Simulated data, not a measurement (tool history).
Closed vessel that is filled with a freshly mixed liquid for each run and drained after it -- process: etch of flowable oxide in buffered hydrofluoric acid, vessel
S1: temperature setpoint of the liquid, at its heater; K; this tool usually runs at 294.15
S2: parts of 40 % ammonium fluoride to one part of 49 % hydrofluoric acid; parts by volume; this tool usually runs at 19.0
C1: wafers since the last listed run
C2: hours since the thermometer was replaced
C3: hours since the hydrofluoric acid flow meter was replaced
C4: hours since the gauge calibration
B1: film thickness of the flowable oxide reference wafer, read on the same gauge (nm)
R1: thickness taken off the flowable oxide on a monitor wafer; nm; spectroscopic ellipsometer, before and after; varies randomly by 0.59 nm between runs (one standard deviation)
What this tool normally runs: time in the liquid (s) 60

{"run": 1, "hour": 0.0, "S1": 294.15, "S2": 19.0, "time in the liquid (s)": 60, "C1": 0, "C2": 695.8, "C3": 1279.3, "C4": 74.8, "B1": 110.01, "R1": 71.82}
{"run": 2, "hour": 7.1, "S1": 294.15, "S2": 19.0, "time in the liquid (s)": 60, "C1": 469, "C2": 702.9, "C3": 1286.4, "C4": 81.9, "B1": 109.99, "R1": 71.25}
{"run": 3, "hour": 20.5, "S1": 294.15, "S2": 19.0, "time in the liquid (s)": 60, "C1": 886, "C2": 716.3, "C3": 1299.8, "C4": 95.3, "B1": 110.0, "R1": 72.02}
{"run": 4, "hour": 38.1, "S1": 294.15, "S2": 21.0, "time in the liquid (s)": 60, "C1": 1164, "C2": 733.9, "C3": 1317.4, "C4": 112.9, "B1": 109.99, "R1": 66.02}
{"run": 5, "hour": 46.1, "S1": 294.15, "S2": 21.0, "time in the liquid (s)": 60, "C1": 529, "C2": 741.9, "C3": 1325.4, "C4": 120.9, "B1": 109.99, "R1": 67.03}
{"run": 6, "hour": 62.7, "S1": 294.15, "S2": 19.0, "time in the liquid (s)": 60, "C1": 1098, "C2": 758.5, "C3": 1342.0, "C4": 137.5, "B1": 110.0, "R1": 70.82}
{"run": 7, "hour": 78.9, "S1": 294.15, "S2": 19.0, "time in the liquid (s)": 60, "C1": 1071, "C2": 774.7, "C3": 1358.2, "C4": 153.7, "B1": 110.01, "R1": 72.57}
{"run": 8, "hour": 86.0, "S1": 294.15, "S2": 19.0, "time in the liquid (s)": 60, "C1": 469, "C2": 781.8, "C3": 1365.3, "C4": 160.8, "B1": 110.0, "R1": 72.14}
{"hour": 92.4, "done": "hydrofluoric acid flow meter replaced"}
{"run": 9, "hour": 93.1, "S1": 294.15, "S2": 19.0, "time in the liquid (s)": 60, "C1": 403, "C2": 788.9, "C3": 0.7, "C4": 167.9, "B1": 110.01, "R1": 71.88}
{"run": 10, "hour": 106.6, "S1": 294.15, "S2": 19.0, "time in the liquid (s)": 60, "C1": 893, "C2": 802.4, "C3": 14.2, "C4": 181.4, "B1": 110.0, "R1": 72.55}
{"run": 11, "hour": 114.4, "S1": 294.15, "S2": 19.0, "time in the liquid (s)": 60, "C1": 516, "C2": 810.2, "C3": 22.0, "C4": 189.2, "B1": 110.0, "R1": 71.34}
{"hour": 122.2, "done": "thermometer replaced"}
{"run": 12, "hour": 125.6, "S1": 298.15, "S2": 13.5, "time in the liquid (s)": 95, "C1": 674, "C2": 3.4, "C3": 33.2, "C4": 200.4, "B1": 110.01, "R1": 199.09}
{"run": 13, "hour": 140.2, "S1": 294.15, "S2": 24.5, "time in the liquid (s)": 30, "C1": 966, "C2": 18.0, "C3": 47.8, "C4": 215.0, "B1": 110.01, "R1": 30.32}
{"run": 14, "hour": 146.8, "S1": 296.65, "S2": 19.0, "time in the liquid (s)": 60, "C1": 436, "C2": 24.6, "C3": 54.4, "C4": 221.6, "B1": 110.01, "R1": 83.2}
{"hour": 150.2, "done": "gauge calibrated"}
{"run": 15, "hour": 160.9, "S1": 296.65, "S2": 25.0, "time in the liquid (s)": 30, "C1": 933, "C2": 38.7, "C3": 68.5, "C4": 10.7, "B1": 110.0, "R1": 33.48}
{"run": 16, "hour": 172.3, "S1": 294.15, "S2": 13.0, "time in the liquid (s)": 60, "C1": 754, "C2": 50.1, "C3": 79.9, "C4": 22.1, "B1": 110.0, "R1": 103.92}
{"run": 17, "hour": 189.9, "S1": 292.65, "S2": 23.0, "time in the liquid (s)": 30, "C1": 1164, "C2": 67.7, "C3": 97.5, "C4": 39.7, "B1": 109.98, "R1": 28.57}
{"run": 18, "hour": 200.8, "S1": 294.15, "S2": 19.0, "time in the liquid (s)": 60, "C1": 721, "C2": 78.6, "C3": 108.4, "C4": 50.6, "B1": 109.99, "R1": 72.03}

What does the tool deliver on the next run?
{"run": 19, "hour": 207.2, "S1": 296.65, "S2": 22.0, "time in the liquid (s)": 30, "C1": 423, "C2": 85.0, "C3": 114.8, "C4": 57.0, "B1": "?", "R1": "?"}

{"run 19": {"B1": 110.0, "R1": 36.43}}
Without the tool's hidden state the same run would have given R1 36.43 nm.
